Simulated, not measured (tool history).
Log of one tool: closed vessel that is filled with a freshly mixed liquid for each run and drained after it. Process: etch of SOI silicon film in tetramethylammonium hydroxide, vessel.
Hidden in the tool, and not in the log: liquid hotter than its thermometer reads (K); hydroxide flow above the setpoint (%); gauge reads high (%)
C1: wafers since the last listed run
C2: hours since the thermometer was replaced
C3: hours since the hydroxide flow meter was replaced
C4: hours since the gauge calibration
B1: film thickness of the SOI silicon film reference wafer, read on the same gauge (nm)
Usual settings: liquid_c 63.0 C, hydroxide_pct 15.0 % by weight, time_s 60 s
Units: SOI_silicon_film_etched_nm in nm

{"run": 1, "hour": 0.0, "liquid_c": 63.0, "hydroxide_pct": 15.0, "time_s": 60, "C1": 0, "C2": 2323.9, "C3": 1877.0, "C4": 150.8, "B1": 139.98, "SOI_silicon_film_etched_nm": 262.46}
{"run": 2, "hour": 11.8, "liquid_c": 63.0, "hydroxide_pct": 17.0, "time_s": 60, "C1": 1467, "C2": 2335.7, "C3": 1888.8, "C4": 162.6, "B1": 140.01, "SOI_silicon_film_etched_nm": 255.57}
{"run": 3, "hour": 26.1, "liquid_c": 63.0, "hydroxide_pct": 17.0, "time_s": 60, "C1": 1778, "C2": 2350.0, "C3": 1903.1, "C4": 176.9, "B1": 139.98, "SOI_silicon_film_etched_nm": 252.36}
{"run": 4, "hour": 38.0, "liquid_c": 63.0, "hydroxide_pct": 17.0, "time_s": 75, "C1": 1480, "C2": 2361.9, "C3": 1915.0, "C4": 188.8, "B1": 140.01, "SOI_silicon_film_etched_nm": 316.15}
{"run": 5, "hour": 52.4, "liquid_c": 63.0, "hydroxide_pct": 15.0, "time_s": 60, "C1": 1791, "C2": 2376.3, "C3": 1929.4, "C4": 203.2, "B1": 140.02, "SOI_silicon_film_etched_nm": 264.13}
{"run": 6, "hour": 67.0, "liquid_c": 63.0, "hydroxide_pct": 15.0, "time_s": 60, "C1": 1816, "C2": 2390.9, "C3": 1944.0, "C4": 217.8, "B1": 140.02, "SOI_silicon_film_etched_nm": 265.28}
{"run": 7, "hour": 105.7, "liquid_c": 63.0, "hydroxide_pct": 15.0, "time_s": 60, "C1": 4813, "C2": 2429.6, "C3": 1982.7, "C4": 256.5, "B1": 140.02, "SOI_silicon_film_etched_nm": 262.97}
{"run": 8, "hour": 114.7, "liquid_c": 63.0, "hydroxide_pct": 15.0, "time_s": 60, "C1": 1119, "C2": 2438.6, "C3": 1991.7, "C4": 265.5, "B1": 140.0, "SOI_silicon_film_etched_nm": 265.57}
{"run": 9, "hour": 125.3, "liquid_c": 63.0, "hydroxide_pct": 15.0, "time_s": 60, "C1": 1318, "C2": 2449.2, "C3": 2002.3, "C4": 276.1, "B1": 140.01, "SOI_silicon_film_etched_nm": 262.42}
{"run": 10, "hour": 140.9, "liquid_c": 63.0, "hydroxide_pct": 15.0, "time_s": 60, "C1": 1940, "C2": 2464.8, "C3": 2017.9, "C4": 291.7, "B1": 140.02, "SOI_silicon_film_etched_nm": 265.95}
{"run": 11, "hour": 152.9, "liquid_c": 63.0, "hydroxide_pct": 15.0, "time_s": 60, "C1": 1492, "C2": 2476.8, "C3": 2029.9, "C4": 303.7, "B1": 139.98, "SOI_silicon_film_etched_nm": 266.09}
{"hour": 159.2, "done": "hydroxide flow meter replaced"}
{"run": 12, "hour": 163.7, "liquid_c": 63.0, "hydroxide_pct": 15.0, "time_s": 50, "C1": 1219, "C2": 2487.6, "C3": 4.5, "C4": 314.5, "B1": 140.04, "SOI_silicon_film_etched_nm": 223.84}
{"run": 13, "hour": 175.4, "liquid_c": 63.0, "hydroxide_pct": 15.0, "time_s": 50, "C1": 1455, "C2": 2499.3, "C3": 16.2, "C4": 326.2, "B1": 140.02, "SOI_silicon_film_etched_nm": 220.8}
{"hour": 177.8, "done": "thermometer replaced"}
{"run": 14, "hour": 183.8, "liquid_c": 63.0, "hydroxide_pct": 15.0, "time_s": 50, "C1": 920, "C2": 6.0, "C3": 24.6, "C4": 334.6, "B1": 139.99, "SOI_silicon_film_etched_nm": 236.13}
{"run": 15, "hour": 195.7, "liquid_c": 63.0, "hydroxide_pct": 15.0, "time_s": 60, "C1": 1480, "C2": 17.9, "C3": 36.5, "C4": 346.5, "B1": 139.99, "SOI_silicon_film_etched_nm": 282.59}
{"run": 16, "hour": 204.0, "liquid_c": 63.0, "hydroxide_pct": 15.0, "time_s": 60, "C1": 1032, "C2": 26.2, "C3": 44.8, "C4": 354.8, "B1": 139.98, "SOI_silicon_film_etched_nm": 283.59}
{"run": 17, "hour": 215.9, "liquid_c": 58.5, "hydroxide_pct": 15.0, "time_s": 30, "C1": 1480, "C2": 38.1, "C3": 56.7, "C4": 366.7, "B1": 140.0, "SOI_silicon_film_etched_nm": 108.22}
{"hour": 218.1, "done": "gauge calibrated"}
{"hour": 227.6, "done": "thermometer replaced, repeated, since the last time left the tool worse"}
{"run": 18, "hour": 236.0, "liquid_c": 70.0, "hydroxide_pct": 12.5, "time_s": 70, "C1": 2375, "C2": 8.4, "C3": 76.8, "C4": 17.9, "B1": 139.99, "SOI_silicon_film_etched_nm": 456.14}
{"run": 19, "hour": 246.0, "liquid_c": 65.5, "hydroxide_pct": 18.0, "time_s": 50, "C1": 1243, "C2": 18.4, "C3": 86.8, "C4": 27.9, "B1": 139.96, "SOI_silicon_film_etched_nm": 212.42}
{"run": 20, "hour": 258.1, "liquid_c": 68.5, "hydroxide_pct": 17.5, "time_s": 60, "C1": 1505, "C2": 30.5, "C3": 98.9, "C4": 40.0, "B1": 139.99, "SOI_silicon_film_etched_nm": 308.64}
{"run": 21, "hour": 265.4, "liquid_c": 63.0, "hydroxide_pct": 17.0, "time_s": 60, "C1": 908, "C2": 37.8, "C3": 106.2, "C4": 47.3, "B1": 140.02, "SOI_silicon_film_etched_nm": 225.26}
{"run": 22, "hour": 282.5, "liquid_c": 63.0, "hydroxide_pct": 17.0, "time_s": 60, "C1": 2127, "C2": 54.9, "C3": 123.3, "C4": 64.4, "B1": 139.99, "SOI_silicon_film_etched_nm": 224.27}
{"run": 23, "hour": 293.7, "liquid_c": 63.0, "hydroxide_pct": 15.0, "time_s": 95, "C1": 1393, "C2": 66.1, "C3": 134.5, "C4": 75.6, "B1": 140.02, "SOI_silicon_film_etched_nm": 370.46}
{"run": 24, "hour": 310.9, "liquid_c": 65.5, "hydroxide_pct": 12.5, "time_s": 75, "C1": 2139, "C2": 83.3, "C3": 151.7, "C4": 92.8, "B1": 140.03, "SOI_silicon_film_etched_nm": 372.68}
{"run": 25, "hour": 320.0, "liquid_c": 63.0, "hydroxide_pct": 15.0, "time_s": 60, "C1": 1131, "C2": 92.4, "C3": 160.8, "C4": 101.9, "B1": 139.99, "SOI_silicon_film_etched_nm": 235.19}
{"run": 26, "hour": 335.0, "liquid_c": 63.0, "hydroxide_pct": 15.0, "time_s": 60, "C1": 1865, "C2": 107.4, "C3": 175.8, "C4": 116.9, "B1": 140.0, "SOI_silicon_film_etched_nm": 233.82}
{"run": 27, "hour": 350.9, "liquid_c": 63.0, "hydroxide_pct": 11.5, "time_s": 45, "C1": 1977, "C2": 123.3, "C3": 191.7, "C4": 132.8, "B1": 139.99, "SOI_silicon_film_etched_nm": 199.63}
{"run": 28, "hour": 359.5, "liquid_c": 66.5, "hydroxide_pct": 15.0, "time_s": 60, "C1": 1069, "C2": 131.9, "C3": 200.3, "C4": 141.4, "B1": 139.99, "SOI_silicon_film_etched_nm": 291.28}
{"run": 29, "hour": 372.4, "liquid_c": 63.0, "hydroxide_pct": 18.0, "time_s": 75, "C1": 1604, "C2": 144.8, "C3": 213.2, "C4": 154.3, "B1": 140.04, "SOI_silicon_film_etched_nm": 274.74}

4 ways to go on from here, each from the tool as it stands after run 29. What would each give?
{"run": "A", "hour": 373.1, "liquid_c": 63.0, "hydroxide_pct": 15.0, "time_s": 60, "C1": 87, "C2": 145.5, "C3": 213.9, "C4": 155.0, "B1": "?", "SOI_silicon_film_etched_nm": "?"}
{"run": "B", "hour": 373.1, "liquid_c": 63.0, "hydroxide_pct": 15.0, "time_s": 80, "C1": 87, "C2": 145.5, "C3": 213.9, "C4": 155.0, "B1": "?", "SOI_silicon_film_etched_nm": "?"}
{"run": "C", "hour": 373.1, "liquid_c": 56.5, "hydroxide_pct": 12.5, "time_s": 30, "C1": 87, "C2": 145.5, "C3": 213.9, "C4": 155.0, "B1": "?", "SOI_silicon_film_etched_nm": "?"}
{"run": "D", "hour": 373.1, "liquid_c": 60.5, "hydroxide_pct": 15.0, "time_s": 60, "C1": 87, "C2": 145.5, "C3": 213.9, "C4": 155.0, "B1": "?", "SOI_silicon_film_etched_nm": "?"}

run=A B1=140.02 SOI_silicon_film_etched_nm=234.37
run=B B1=140.02 SOI_silicon_film_etched_nm=312.49
run=C B1=140.02 SOI_silicon_film_etched_nm=85.38
run=D B1=140.02 SOI_silicon_film_etched_nm=200.93
Without the tool's hidden state the same runs would have given:
run=A SOI_silicon_film_etched_nm=232.23
run=B SOI_silicon_film_etched_nm=309.63
run=C SOI_silicon_film_etched_nm=84.56
run=D SOI_silicon_film_etched_nm=199.06
